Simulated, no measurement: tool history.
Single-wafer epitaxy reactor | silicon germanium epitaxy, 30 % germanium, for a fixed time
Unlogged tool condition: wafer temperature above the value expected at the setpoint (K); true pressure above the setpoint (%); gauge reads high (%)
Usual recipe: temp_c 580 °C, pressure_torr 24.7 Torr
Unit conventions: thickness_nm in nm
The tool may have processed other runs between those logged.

| run | day | temp_c | pressure_torr | wafers since the last listed run | hours since the last pyrometer calibration | hours since the last manometer calibration | hours since the showerhead was replaced | hours since the gauge calibration | read-back reference wafer on the same gauge, thickness_nm | thickness_nm |
|---|---|---|---|---|---|---|---|---|---|---|
| 1 | 0.000 | 580 | 24.7 | 0 | 1183.7 | 924.9 | 2838.9 | 123.4 | 47.422 | 47.658 |
| 2 | 0.700 | 580 | 24.7 | 358 | 1200.5 | 941.7 | 2855.7 | 140.2 | 47.401 | 47.635 |
| 3 | 1.358 | 585 | 24.7 | 337 | 1216.3 | 957.5 | 2871.5 | 156.0 | 47.422 | 51.720 |
|  | 1.567 | gauge calibrated |
| 4 | 1.633 | 585 | 24.7 | 140 | 1222.9 | 964.1 | 2878.1 | 1.6 | 47.397 | 52.003 |
| 5 | 2.229 | 585 | 24.7 | 305 | 1237.2 | 978.4 | 2892.4 | 15.9 | 47.394 | 51.587 |
| 6 | 2.858 | 572 | 24.7 | 322 | 1252.3 | 993.5 | 2907.5 | 31.0 | 47.402 | 41.790 |
| 7 | 3.146 | 569 | 24.7 | 147 | 1259.2 | 1000.4 | 2914.4 | 37.9 | 47.388 | 39.810 |
| 8 | 3.425 | 569 | 24.7 | 142 | 1265.9 | 1007.1 | 2921.1 | 44.6 | 47.344 | 39.630 |
| 9 | 3.958 | 588 | 24.7 | 273 | 1278.7 | 1019.9 | 2933.9 | 57.4 | 47.375 | 54.529 |
| 10 | 4.612 | 588 | 24.7 | 335 | 1294.4 | 1035.6 | 2949.6 | 73.1 | 47.414 | 54.624 |
| 11 | 4.871 | 580 | 24.7 | 132 | 1300.6 | 1041.8 | 2955.8 | 79.3 | 47.368 | 47.863 |
| 12 | 5.346 | 585 | 21.9 | 243 | 1312.0 | 1053.2 | 2967.2 | 90.7 | 47.431 | 49.232 |
|  | 5.692 | showerhead replaced, of another model than before |
|  | 5.925 | pyrometer calibrated |
| 13 | 5.946 | 587 | 18.6 | 16 | 0.5 | 1067.6 | 6.1 | 105.1 | 47.373 | 46.399 |
| 14 | 6.042 | 589 | 28.7 | 49 | 2.8 | 1069.9 | 8.4 | 107.4 | 47.412 | 53.202 |
| 15 | 6.488 | 580 | 24.7 | 228 | 13.5 | 1080.6 | 19.1 | 118.1 | 47.503 | 43.934 |
| 16 | 6.800 | 585 | 24.7 | 160 | 21.0 | 1088.1 | 26.6 | 125.6 | 47.423 | 47.997 |
| 17 | 7.196 | 580 | 21.4 | 202 | 30.5 | 1097.6 | 36.1 | 135.1 | 47.376 | 42.437 |
|  | 7.500 | gauge calibrated |
|  | 7.762 | capacitance manometer re-zeroed and calibrated |
| 18 | 7.783 | 580 | 27.1 | 130 | 44.6 | 0.5 | 50.2 | 6.8 | 47.416 | 45.323 |
| 19 | 7.862 | 568 | 21.7 | 40 | 46.5 | 2.4 | 52.1 | 8.7 | 47.412 | 35.176 |
| 20 | 8.342 | 566 | 20.7 | 245 | 58.0 | 13.9 | 63.6 | 20.2 | 47.335 | 33.515 |
| 21 | 8.854 | 580 | 26.9 | 262 | 70.3 | 26.2 | 75.9 | 32.5 | 47.398 | 45.381 |
| 22 | 9.138 | 580 | 24.7 | 145 | 77.1 | 33.0 | 82.7 | 39.3 | 47.361 | 44.584 |
| 23 | 9.588 | 593 | 22.7 | 230 | 87.9 | 43.8 | 93.5 | 50.1 | 47.459 | 54.252 |
| 24 | 9.904 | 580 | 24.7 | 162 | 95.5 | 51.4 | 101.1 | 57.7 | 47.355 | 44.771 |
| 25 | 10.383 | 587 | 19.5 | 245 | 107.0 | 62.9 | 112.6 | 69.2 | 47.443 | 47.868 |

5 options for the next run, each taken on its own from the tool as it stands now. Forecast them:
| A | 10.400 | 580 | 19.0 | 8 | 107.4 | 63.3 | 113.0 | 69.6 | ? | ? |
| B | 10.400 | 580 | 29.2 | 8 | 107.4 | 63.3 | 113.0 | 69.6 | ? | ? |
| C | 10.400 | 576 | 24.7 | 8 | 107.4 | 63.3 | 113.0 | 69.6 | ? | ? |
| D | 10.400 | 580 | 27.5 | 8 | 107.4 | 63.3 | 113.0 | 69.6 | ? | ? |
| E | 10.400 | 587 | 28.2 | 8 | 107.4 | 63.3 | 113.0 | 69.6 | ? | ? |

| run | read-back reference wafer on the same gauge, thickness_nm | thickness_nm |
|---|---|---|
| A | 47.366 | 42.322 |
| B | 47.366 | 46.747 |
| C | 47.366 | 41.954 |
| D | 47.366 | 46.053 |
| E | 47.366 | 52.066 |
With no hidden state in the tool, these same runs would have given:
| run | thickness_nm |
|---|---|
| A | 40.788 |
| B | 45.052 |
| C | 40.420 |
| D | 44.384 |
| E | 50.205 |
